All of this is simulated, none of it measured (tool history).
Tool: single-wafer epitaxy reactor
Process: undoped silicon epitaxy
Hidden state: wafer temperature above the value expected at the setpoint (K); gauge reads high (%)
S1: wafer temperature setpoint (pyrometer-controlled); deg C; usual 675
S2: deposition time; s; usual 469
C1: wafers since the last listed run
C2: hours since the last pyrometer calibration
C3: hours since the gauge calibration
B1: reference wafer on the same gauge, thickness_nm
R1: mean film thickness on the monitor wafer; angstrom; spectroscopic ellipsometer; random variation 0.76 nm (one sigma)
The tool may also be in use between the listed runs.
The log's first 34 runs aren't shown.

{"run": 35, "hour": 927.8, "S1": 664, "S2": 402, "C1": 117, "C2": 271.8, "C3": 494.5, "B1": 116.053, "R1": 857}
{"run": 36, "hour": 958.2, "S1": 681, "S2": 412, "C1": 117, "C2": 302.2, "C3": 524.9, "B1": 116.177, "R1": 1292.06}
{"run": 37, "hour": 991.7, "S1": 685, "S2": 531, "C1": 129, "C2": 335.7, "C3": 558.4, "B1": 115.961, "R1": 1817.09}
{"run": 38, "hour": 1026.0, "S1": 675, "S2": 555, "C1": 132, "C2": 370, "C3": 592.7, "B1": 115.905, "R1": 1531.77}
{"run": 39, "hour": 1056.1, "S1": 675, "S2": 469, "C1": 116, "C2": 400.1, "C3": 622.8, "B1": 116.043, "R1": 1280.99}
{"run": 40, "hour": 1082.0, "S1": 675, "S2": 469, "C1": 100, "C2": 426, "C3": 648.7, "B1": 115.901, "R1": 1290.66}
{"run": 41, "hour": 1105.0, "S1": 668, "S2": 552, "C1": 88, "C2": 449, "C3": 671.7, "B1": 116.041, "R1": 1286.27}
{"run": 42, "hour": 1120.7, "S1": 682, "S2": 469, "C1": 60, "C2": 464.7, "C3": 687.4, "B1": 115.866, "R1": 1505.09}

5 ways to go on from here, each from the tool as it stands after run 42. What would each give?
{"run": "A", "hour": 1121.2, "S1": 675, "S2": 469, "C1": 1, "C2": 465.2, "C3": 687.9, "B1": "?", "R1": "?"}
{"run": "B", "hour": 1121.2, "S1": 686, "S2": 440, "C1": 1, "C2": 465.2, "C3": 687.9, "B1": "?", "R1": "?"}
{"run": "C", "hour": 1121.2, "S1": 670, "S2": 378, "C1": 1, "C2": 465.2, "C3": 687.9, "B1": "?", "R1": "?"}
{"run": "D", "hour": 1121.2, "S1": 684, "S2": 515, "C1": 1, "C2": 465.2, "C3": 687.9, "B1": "?", "R1": "?"}
{"run": "E", "hour": 1121.2, "S1": 668, "S2": 423, "C1": 1, "C2": 465.2, "C3": 687.9, "B1": "?", "R1": "?"}

run=A B1=115.919 R1=1265.25
run=B B1=115.919 R1=1530.17
run=C B1=115.919 R1=906.57
run=D B1=115.919 R1=1711.02
run=E B1=115.919 R1=967.48
Without the tool's hidden state the same runs would have given:
run=A R1=1287.9
run=B R1=1556.86
run=C R1=923
run=D R1=1741.01
run=E R1=985.1
